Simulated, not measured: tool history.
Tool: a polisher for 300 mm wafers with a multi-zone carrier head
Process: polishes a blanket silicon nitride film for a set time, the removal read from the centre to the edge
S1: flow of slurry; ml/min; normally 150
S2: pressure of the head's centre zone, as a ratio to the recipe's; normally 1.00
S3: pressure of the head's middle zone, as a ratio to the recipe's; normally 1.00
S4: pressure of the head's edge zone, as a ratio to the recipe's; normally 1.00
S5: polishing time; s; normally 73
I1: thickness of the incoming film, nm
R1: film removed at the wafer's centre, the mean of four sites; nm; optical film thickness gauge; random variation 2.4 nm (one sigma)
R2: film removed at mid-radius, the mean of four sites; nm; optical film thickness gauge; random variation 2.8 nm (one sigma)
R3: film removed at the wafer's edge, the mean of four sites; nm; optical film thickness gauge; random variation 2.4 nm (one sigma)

{"run": 1, "hour": 0.0, "S1": 190, "S2": 1.0, "S3": 1.0, "S4": 0.96, "S5": 73, "I1": 830.5, "R1": 237.5, "R2": 254.3, "R3": 239.9}
{"hour": 8.9, "done": "carrier head's membrane replaced by a new one"}
{"run": 2, "hour": 64.7, "S1": 150, "S2": 1.0, "S3": 1.0, "S4": 1.0, "S5": 73, "I1": 807.2, "R1": 224.1, "R2": 243.7, "R3": 232.7}
{"hour": 129.7, "done": "centre zone pressure recalibrated"}
{"run": 3, "hour": 145.8, "S1": 120, "S2": 1.0, "S3": 1.0, "S4": 0.91, "S5": 73, "I1": 827.8, "R1": 216.8, "R2": 229.7, "R3": 218.9}
{"hour": 208.0, "done": "worn pad replaced by a new one"}
{"run": 4, "hour": 208.7, "S1": 150, "S2": 0.93, "S3": 1.0, "S4": 1.0, "S5": 73, "I1": 809.2, "R1": 224.2, "R2": 239.3, "R3": 231.2}
{"run": 5, "hour": 313.3, "S1": 100, "S2": 1.05, "S3": 1.0, "S4": 0.92, "S5": 73, "I1": 824.4, "R1": 203.3, "R2": 206.2, "R3": 206.6}
{"run": 6, "hour": 367.9, "S1": 150, "S2": 1.0, "S3": 1.0, "S4": 1.05, "S5": 94, "I1": 808.0, "R1": 294.3, "R2": 303.9, "R3": 305.9}
{"run": 7, "hour": 473.6, "S1": 150, "S2": 1.0, "S3": 0.91, "S4": 1.0, "S5": 73, "I1": 822.0, "R1": 222.5, "R2": 219.6, "R3": 229.5}
{"run": 8, "hour": 518.9, "S1": 150, "S2": 1.12, "S3": 1.0, "S4": 1.0, "S5": 73, "I1": 814.8, "R1": 232.8, "R2": 233.5, "R3": 224.4}
{"run": 9, "hour": 595.7, "S1": 150, "S2": 1.0, "S3": 1.0, "S4": 1.03, "S5": 85, "I1": 818.6, "R1": 250.4, "R2": 263.8, "R3": 264.2}
{"hour": 630.0, "done": "carrier head's membrane replaced by a new one"}
{"run": 10, "hour": 676.0, "S1": 150, "S2": 1.0, "S3": 1.0, "S4": 1.0, "S5": 73, "I1": 833.1, "R1": 206.7, "R2": 216.7, "R3": 216.4}
{"hour": 685.9, "done": "slurry nozzle cleaned"}
{"run": 11, "hour": 722.9, "S1": 110, "S2": 0.9, "S3": 0.92, "S4": 1.11, "S5": 73, "I1": 825.1, "R1": 199.5, "R2": 213.9, "R3": 232.5}
{"run": 12, "hour": 780.9, "S1": 150, "S2": 1.0, "S3": 1.0, "S4": 1.0, "S5": 73, "I1": 826.4, "R1": 234.7, "R2": 241.0, "R3": 237.9}
{"hour": 833.0, "done": "worn pad replaced by a new one"}
{"run": 13, "hour": 839.9, "S1": 190, "S2": 0.89, "S3": 1.0, "S4": 1.0, "S5": 98, "I1": 818.5, "R1": 302.5, "R2": 342.0, "R3": 328.1}
{"run": 14, "hour": 1012.9, "S1": 120, "S2": 0.88, "S3": 1.0, "S4": 1.0, "S5": 80, "I1": 816.8, "R1": 210.0, "R2": 250.9, "R3": 249.1}
{"hour": 1060.4, "done": "edge zone pressure recalibrated"}
{"hour": 1063.6, "done": "centre zone pressure recalibrated"}
{"run": 15, "hour": 1081.9, "S1": 115, "S2": 0.96, "S3": 1.0, "S4": 1.07, "S5": 73, "I1": 820.1, "R1": 215.1, "R2": 230.9, "R3": 227.7}
{"run": 16, "hour": 1129.8, "S1": 150, "S2": 1.0, "S3": 1.0, "S4": 1.0, "S5": 73, "I1": 833.6, "R1": 236.6, "R2": 246.7, "R3": 232.6}
{"run": 17, "hour": 1233.1, "S1": 150, "S2": 0.95, "S3": 0.94, "S4": 1.0, "S5": 64, "I1": 809.5, "R1": 194.2, "R2": 201.5, "R3": 204.8}
{"hour": 1253.0, "done": "carrier head's membrane replaced by a new one"}
{"run": 18, "hour": 1340.1, "S1": 150, "S2": 1.0, "S3": 1.0, "S4": 1.0, "S5": 73, "I1": 812.2, "R1": 225.3, "R2": 240.1, "R3": 229.2}
{"run": 19, "hour": 1385.1, "S1": 185, "S2": 1.0, "S3": 1.0, "S4": 1.0, "S5": 99, "I1": 831.3, "R1": 321.7, "R2": 322.1, "R3": 320.2}
{"run": 20, "hour": 1433.6, "S1": 150, "S2": 1.0, "S3": 0.88, "S4": 0.9, "S5": 73, "I1": 826.1, "R1": 216.7, "R2": 216.3, "R3": 222.9}
{"hour": 1475.0, "done": "worn pad replaced by a new one"}
{"hour": 1511.2, "done": "slurry nozzle cleaned"}
{"run": 21, "hour": 1516.4, "S1": 175, "S2": 1.0, "S3": 0.9, "S4": 1.0, "S5": 96, "I1": 820.5, "R1": 323.3, "R2": 309.0, "R3": 318.4}
{"run": 22, "hour": 1683.2, "S1": 150, "S2": 1.04, "S3": 1.0, "S4": 1.0, "S5": 73, "I1": 824.6, "R1": 237.3, "R2": 242.3, "R3": 237.2}
{"run": 23, "hour": 1722.1, "S1": 150, "S2": 1.0, "S3": 1.0, "S4": 1.0, "S5": 73, "I1": 808.2, "R1": 227.0, "R2": 243.1, "R3": 232.0}

For each run, what was the tool's unlogged condition?
removal rate lost through wear of the pad, %: 0 in every run
deviation of the edge zone's pressure from its setpoint, %: 0 in every run
H1: slurry flow missing at the pad, %
H2: deviation of the centre zone's pressure from its setpoint, %
run=1 H1=5.2 H2=-7.43
run=2 H1=6.32 H2=-8.7
run=3 H1=8.22 H2=-0.555
run=4 H1=10.1 H2=-0.631
run=5 H1=13.8 H2=-0.98
run=6 H1=16.2 H2=-1.27
run=7 H1=21.4 H2=-2.05
run=8 H1=23.9 H2=-2.48
run=9 H1=28.5 H2=-3.31
run=10 H1=33.9 H2=-4.34
run=11 H1=0.802 H2=-5.02
run=12 H1=1.12 H2=-5.94
run=13 H1=1.72 H2=-6.96
run=14 H1=5.13 H2=-10.5
run=15 H1=7.17 H2=0.196
run=16 H1=8.82 H2=0.145
run=17 H1=13 H2=-0.164
run=18 H1=18.3 H2=-0.771
run=19 H1=20.8 H2=-1.11
run=20 H1=23.7 H2=-1.54
run=21 H1=3.63 H2=-2.4
run=22 H1=4.84 H2=-4.68
run=23 H1=5.45 H2=-5.31
